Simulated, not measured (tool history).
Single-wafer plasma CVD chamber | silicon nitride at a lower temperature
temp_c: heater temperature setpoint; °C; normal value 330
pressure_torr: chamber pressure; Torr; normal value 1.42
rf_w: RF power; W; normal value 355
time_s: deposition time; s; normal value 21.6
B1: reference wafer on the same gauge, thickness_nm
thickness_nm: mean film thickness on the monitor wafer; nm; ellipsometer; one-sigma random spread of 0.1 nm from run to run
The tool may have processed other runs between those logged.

run 1 hour=0 | temp_c=330 pressure_torr=1.42 rf_w=310 time_s=21.6 | B1=23.517 | thickness_nm=26.104
run 2 hour=60.5 | temp_c=330 pressure_torr=1.42 rf_w=355 time_s=25 | B1=23.495 | thickness_nm=32.107
run 3 hour=116.4 | temp_c=330 pressure_torr=1.42 rf_w=355 time_s=25 | B1=23.498 | thickness_nm=31.939
run 4 hour=164 | temp_c=330 pressure_torr=1.42 rf_w=355 time_s=25 | B1=23.497 | thickness_nm=31.846
run 5 hour=266.4 | temp_c=330 pressure_torr=1.17 rf_w=355 time_s=21.6 | B1=23.488 | thickness_nm=25.114
-- hour=296.3 gauge calibrated
run 6 hour=322.5 | temp_c=330 pressure_torr=1.42 rf_w=355 time_s=21.6 | B1=23.504 | thickness_nm=27.422
run 7 hour=418.9 | temp_c=337 pressure_torr=1.2 rf_w=355 time_s=21.6 | B1=23.495 | thickness_nm=25.402
run 8 hour=459.1 | temp_c=337 pressure_torr=1.2 rf_w=355 time_s=21.6 | B1=23.494 | thickness_nm=25.109
-- hour=491.9 showerhead replaced
run 9 hour=528.2 | temp_c=337 pressure_torr=1.2 rf_w=355 time_s=21.6 | B1=23.503 | thickness_nm=24.98
run 10 hour=566.3 | temp_c=330 pressure_torr=1.5 rf_w=355 time_s=21.6 | B1=23.51 | thickness_nm=27.851
run 11 hour=672.9 | temp_c=323 pressure_torr=1.42 rf_w=355 time_s=17.7 | B1=23.488 | thickness_nm=22.035
run 12 hour=744 | temp_c=320 pressure_torr=1.51 rf_w=320 time_s=21.6 | B1=23.495 | thickness_nm=26.198
run 13 hour=788.2 | temp_c=330 pressure_torr=1.42 rf_w=355 time_s=21.6 | B1=23.507 | thickness_nm=26.925
-- hour=805 RF generator calibrated
run 14 hour=848.3 | temp_c=335 pressure_torr=1.42 rf_w=300 time_s=19.5 | B1=23.482 | thickness_nm=23.309
-- hour=869.2 thermocouple changed; heater temperature recalibrated
run 15 hour=952.9 | temp_c=321 pressure_torr=1.42 rf_w=390 time_s=18.6 | B1=23.488 | thickness_nm=25.426
run 16 hour=994.1 | temp_c=330 pressure_torr=1.42 rf_w=355 time_s=21.6 | B1=23.505 | thickness_nm=27.958
run 17 hour=1081.9 | temp_c=330 pressure_torr=1.42 rf_w=410 time_s=24 | B1=23.512 | thickness_nm=33.132
run 18 hour=1178.2 | temp_c=336 pressure_torr=1.62 rf_w=355 time_s=21.6 | B1=23.487 | thickness_nm=29.267
run 19 hour=1226.1 | temp_c=315 pressure_torr=1.42 rf_w=355 time_s=21.6 | B1=23.502 | thickness_nm=27.691

Expected results for the next run?
-- hour=1244.4 capacitance manometer re-zeroed and calibrated
run 20 hour=1268.3 | temp_c=337 pressure_torr=1.26 rf_w=405 time_s=21.6 | B1=? | thickness_nm=?

{"run 20": {"B1": 23.498, "thickness_nm": 28.459}}
On a tool with no hidden condition, and with the same random variation, this run would have come out at thickness_nm 28.968 nm.

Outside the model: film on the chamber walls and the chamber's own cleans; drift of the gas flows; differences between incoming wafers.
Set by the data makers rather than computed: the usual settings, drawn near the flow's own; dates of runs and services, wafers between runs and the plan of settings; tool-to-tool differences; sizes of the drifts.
